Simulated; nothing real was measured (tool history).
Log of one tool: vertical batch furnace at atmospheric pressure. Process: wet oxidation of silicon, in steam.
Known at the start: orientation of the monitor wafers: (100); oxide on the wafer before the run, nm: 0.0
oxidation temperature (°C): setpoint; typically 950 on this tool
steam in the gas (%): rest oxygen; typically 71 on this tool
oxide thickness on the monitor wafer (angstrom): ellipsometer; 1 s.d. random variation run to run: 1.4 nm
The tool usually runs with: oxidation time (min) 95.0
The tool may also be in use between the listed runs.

run,hour,oxidation temperature (°C),oxidation time (min),steam in the gas (%),wafers since the last listed run,hours since the last temperature calibration,hours since the steam generator was serviced,hours since the gauge calibration,"read-back reference wafer on the same gauge, thickness",oxide thickness on the monitor wafer (angstrom)
1,0.0,950,95.0,71,0,1592.4,2587.8,465.9,274.08,3117.5
2,94.2,950,95.0,71,1117,1686.6,2682.0,560.1,274.02,3115.4
3,134.2,937,95.0,71,474,1726.6,2722.0,600.1,274.02,2725.8
4,235.5,950,95.0,75,1201,1827.9,2823.3,701.4,274.10,3276.7
5,321.5,950,95.0,75,1020,1913.9,2909.3,787.4,274.12,3281.6
6,386.6,950,95.0,75,772,1979.0,2974.4,852.5,273.86,3271.3
7,478.1,950,95.0,71,1085,2070.5,3065.9,944.0,274.07,3148.9
8,527.5,950,95.0,71,586,2119.9,3115.3,993.4,274.22,3134.8
9,585.4,950,95.0,71,686,2177.8,3173.2,1051.3,274.12,3113.7
10,685.0,950,95.0,71,1181,2277.4,3272.8,1150.9,274.36,3136.2
# hour 720.6: gauge calibrated
11,764.7,950,77.0,71,945,2357.1,3352.5,44.1,274.06,2661.1
12,825.5,950,95.0,71,721,2417.9,3413.3,104.9,274.05,3148.9
13,922.4,950,95.0,71,1149,2514.8,3510.2,201.8,273.74,3146.9
14,961.9,950,95.0,71,468,2554.3,3549.7,241.3,273.79,3156.0
# hour 1053.6: steam generator serviced
15,1054.1,958,73.0,61,809,2646.5,0.5,333.5,273.95,2622.7
16,1086.6,950,63.5,75,385,2679.0,33.0,366.0,274.08,2520.1
17,1194.2,966,48.5,71,1276,2786.6,140.6,473.6,274.22,2293.0
# hour 1220.1: thermocouples replaced and temperature profile calibrated
18,1238.1,939,126.0,63,236,18.0,184.5,517.5,274.03,3246.2
19,1291.2,942,55.0,66,629,71.1,237.6,570.6,274.06,1769.3
20,1336.9,943,50.0,61,542,116.8,283.3,616.3,273.92,1530.1
21,1399.8,973,82.0,62,746,179.7,346.2,679.2,273.96,3125.4
22,1464.6,939,126.0,63,768,244.5,411.0,744.0,274.11,3208.4
23,1514.6,950,95.0,71,593,294.5,461.0,794.0,274.13,3138.3
24,1576.9,950,95.0,71,739,356.8,523.3,856.3,274.14,3125.0
25,1661.3,950,95.0,71,1001,441.2,607.7,940.7,273.85,3130.5
26,1701.1,939,79.0,77,472,481.0,647.5,980.5,273.88,2601.7
27,1797.9,936,49.0,75,1148,577.8,744.3,1077.3,273.92,1642.8
28,1873.0,965,95.0,71,890,652.9,819.4,1152.4,273.85,3566.7
# hour 1949.4: gauge calibrated
29,1950.5,950,95.0,82,919,730.4,896.9,1.1,274.11,3481.3

Below are 4 alternative next runs, each starting from the tool's condition after run 29. Predict each:
A,1955.0,950,95.0,71,53,734.9,901.4,5.6,?,?
B,1955.0,935,132.0,62,53,734.9,901.4,5.6,?,?
C,1955.0,960,62.0,71,53,734.9,901.4,5.6,?,?
D,1955.0,964,135.5,66,53,734.9,901.4,5.6,?,?

run,"read-back reference wafer on the same gauge, thickness",oxide thickness on the monitor wafer (angstrom)
A,274.09,3117.5
B,274.09,3145.0
C,274.09,2457.5
D,274.09,4361.3
What these runs would have given with no unlogged condition in the tool:
run,oxide thickness on the monitor wafer (angstrom)
A,3208.7
B,3240.5
C,2530.2
D,4485.2
